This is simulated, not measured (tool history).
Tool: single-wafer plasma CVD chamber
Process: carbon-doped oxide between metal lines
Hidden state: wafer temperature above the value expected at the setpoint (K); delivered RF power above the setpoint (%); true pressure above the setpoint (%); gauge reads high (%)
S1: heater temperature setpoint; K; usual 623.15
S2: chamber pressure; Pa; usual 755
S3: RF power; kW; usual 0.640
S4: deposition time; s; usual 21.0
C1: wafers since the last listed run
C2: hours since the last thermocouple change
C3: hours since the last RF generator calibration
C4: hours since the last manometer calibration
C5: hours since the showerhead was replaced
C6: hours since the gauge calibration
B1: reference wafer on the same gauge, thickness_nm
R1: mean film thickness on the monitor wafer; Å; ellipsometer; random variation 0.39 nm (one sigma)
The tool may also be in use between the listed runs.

Run 1, hour 0.0: usual settings but S2 657 Pa; C1 0; C2 940.0; C3 1495.3; C4 1305.9; C5 6933.4; C6 1348.9; B1 101.994. Result: R1 1221.10 Å.
At hour 20.9: capacitance manometer re-zeroed and calibrated.
Run 2, hour 58.1: usual settings; C1 1174; C2 998.1; C3 1553.4; C4 37.2; C5 6991.5; C6 1407.0; B1 102.003. Result: R1 1233.47 Å.
Run 3, hour 94.2: usual settings; C1 846; C2 1034.2; C3 1589.5; C4 73.3; C5 7027.6; C6 1443.1; B1 101.962. Result: R1 1235.81 Å.
Run 4, hour 150.8: usual settings; C1 1326; C2 1090.8; C3 1646.1; C4 129.9; C5 7084.2; C6 1499.7; B1 101.848. Result: R1 1237.81 Å.
Run 5, hour 176.9: usual settings but S2 647 Pa, S4 18.8 s; C1 611; C2 1116.9; C3 1672.2; C4 156.0; C5 7110.3; C6 1525.8; B1 102.019. Result: R1 1097.36 Å.
Run 6, hour 275.2: usual settings but S4 23.3 s; C1 2303; C2 1215.2; C3 1770.5; C4 254.3; C5 7208.6; C6 1624.1; B1 101.977. Result: R1 1367.41 Å.
Run 7, hour 323.9: usual settings but S1 610.15 K, S2 705 Pa, S3 0.710 kW; C1 1141; C2 1263.9; C3 1819.2; C4 303.0; C5 7257.3; C6 1672.8; B1 102.085. Result: R1 1366.29 Å.
Run 8, hour 358.1: usual settings but S1 617.15 K, S2 604 Pa, S3 0.600 kW, S4 24.9 s; C1 801; C2 1298.1; C3 1853.4; C4 337.2; C5 7291.5; C6 1707.0; B1 101.997. Result: R1 1407.11 Å.
Run 9, hour 406.2: usual settings but S1 629.15 K, S2 804 Pa, S3 0.540 kW, S4 19.4 s; C1 1127; C2 1346.2; C3 1901.5; C4 385.3; C5 7339.6; C6 1755.1; B1 102.059. Result: R1 1013.81 Å.
At hour 462.0: thermocouple changed; heater temperature recalibrated.
Run 10, hour 468.3: usual settings but S1 615.15 K, S3 0.705 kW; C1 1267; C2 6.3; C3 1963.6; C4 447.4; C5 7401.7; C6 1817.2; B1 101.979. Result: R1 1314.21 Å.
Run 11, hour 518.2: usual settings; C1 1169; C2 56.2; C3 2013.5; C4 497.3; C5 7451.6; C6 1867.1; B1 102.057. Result: R1 1217.67 Å.
Run 12, hour 549.4: usual settings; C1 731; C2 87.4; C3 2044.7; C4 528.5; C5 7482.8; C6 1898.3; B1 101.971. Result: R1 1206.85 Å.
Run 13, hour 582.2: usual settings; C1 768; C2 120.2; C3 2077.5; C4 561.3; C5 7515.6; C6 1931.1; B1 101.880. Result: R1 1210.32 Å.
At hour 594.2: RF generator calibrated.
Run 14, hour 625.8: usual settings but S2 901 Pa, S4 23.0 s; C1 834; C2 163.8; C3 31.6; C4 604.9; C5 7559.2; C6 1974.7; B1 102.045. Result: R1 1376.59 Å.
Run 15, hour 656.0: usual settings but S1 634.15 K, S3 0.685 kW, S4 23.2 s; C1 707; C2 194.0; C3 61.8; C4 635.1; C5 7589.4; C6 2004.9; B1 102.034. Result: R1 1390.59 Å.
Run 16, hour 709.5: usual settings but S1 617.15 K, S2 604 Pa, S3 0.600 kW, S4 24.9 s; C1 1253; C2 247.5; C3 115.3; C4 688.6; C5 7642.9; C6 2058.4; B1 101.932. Result: R1 1408.72 Å.
At hour 741.5: gauge calibrated.
Run 17, hour 758.6: usual settings; C1 1150; C2 296.6; C3 164.4; C4 737.7; C5 7692.0; C6 17.1; B1 101.981. Result: R1 1237.44 Å.
Run 18, hour 785.9: usual settings but S2 831 Pa, S4 18.0 s; C1 639; C2 323.9; C3 191.7; C4 765.0; C5 7719.3; C6 44.4; B1 102.032. Result: R1 1071.86 Å.
At hour 814.3: showerhead replaced.
Run 19, hour 818.6: usual settings; C1 578; C2 356.6; C3 224.4; C4 797.7; C5 4.3; C6 77.1; B1 102.050. Result: R1 1246.31 Å.
Run 20, hour 868.3: usual settings but S1 617.15 K, S2 601 Pa, S3 0.585 kW, S4 24.0 s; C1 1164; C2 406.3; C3 274.1; C4 847.4; C5 54.0; C6 126.8; B1 101.848. Result: R1 1331.12 Å.
Run 21, hour 899.4: usual settings; C1 728; C2 437.4; C3 305.2; C4 878.5; C5 85.1; C6 157.9; B1 101.924. Result: R1 1232.68 Å.
Run 22, hour 956.4: usual settings; C1 1335; C2 494.4; C3 362.2; C4 935.5; C5 142.1; C6 214.9; B1 102.054. Result: R1 1242.08 Å.
Run 23, hour 1018.2: usual settings but S1 613.15 K, S4 16.9 s; C1 1448; C2 556.2; C3 424.0; C4 997.3; C5 203.9; C6 276.7; B1 101.969. Result: R1 1026.75 Å.
Run 24, hour 1087.5: usual settings; C1 1624; C2 625.5; C3 493.3; C4 1066.6; C5 273.2; C6 346.0; B1 102.004. Result: R1 1230.89 Å.
At hour 1128.4: capacitance manometer re-zeroed and calibrated.
Run 25, hour 1154.5: usual settings but S2 591 Pa, S4 19.2 s; C1 1382; C2 692.5; C3 560.3; C4 26.1; C5 340.2; C6 413.0; B1 101.953. Result: R1 1123.04 Å.
Run 26, hour 1182.0: usual settings but S1 615.15 K; C1 644; C2 720.0; C3 587.8; C4 53.6; C5 367.7; C6 440.5; B1 101.926. Result: R1 1265.76 Å.
Run 27, hour 1247.8: usual settings; C1 1542; C2 785.8; C3 653.6; C4 119.4; C5 433.5; C6 506.3; B1 101.968. Result: R1 1237.42 Å.
Run 28, hour 1284.3: usual settings but S1 616.15 K, S3 0.545 kW, S4 19.3 s; C1 855; C2 822.3; C3 690.1; C4 155.9; C5 470.0; C6 542.8; B1 101.970. Result: R1 1044.26 Å.

Forecast each of these 4 alternatives for the next run:
Run A, hour 1284.7: usual settings; C1 9; C2 822.7; C3 690.5; C4 156.3; C5 470.4; C6 543.2; B1 ?. Result: R1 ?.
Run B, hour 1284.7: usual settings but S2 861 Pa, S3 0.605 kW; C1 9; C2 822.7; C3 690.5; C4 156.3; C5 470.4; C6 543.2; B1 ?. Result: R1 ?.
Run C, hour 1284.7: usual settings but S1 608.15 K, S4 19.9 s; C1 9; C2 822.7; C3 690.5; C4 156.3; C5 470.4; C6 543.2; B1 ?. Result: R1 ?.
Run D, hour 1284.7: usual settings but S3 0.515 kW, S4 22.9 s; C1 9; C2 822.7; C3 690.5; C4 156.3; C5 470.4; C6 543.2; B1 ?. Result: R1 ?.

run       B1       R1
  A  101.972  1237.69
  B  101.972  1202.06
  C  101.972  1223.42
  D  101.972  1167.80
Without the tool's hidden state the same runs would have given:
run       R1
  A  1251.74
  B  1215.71
  C  1236.12
  D  1181.91

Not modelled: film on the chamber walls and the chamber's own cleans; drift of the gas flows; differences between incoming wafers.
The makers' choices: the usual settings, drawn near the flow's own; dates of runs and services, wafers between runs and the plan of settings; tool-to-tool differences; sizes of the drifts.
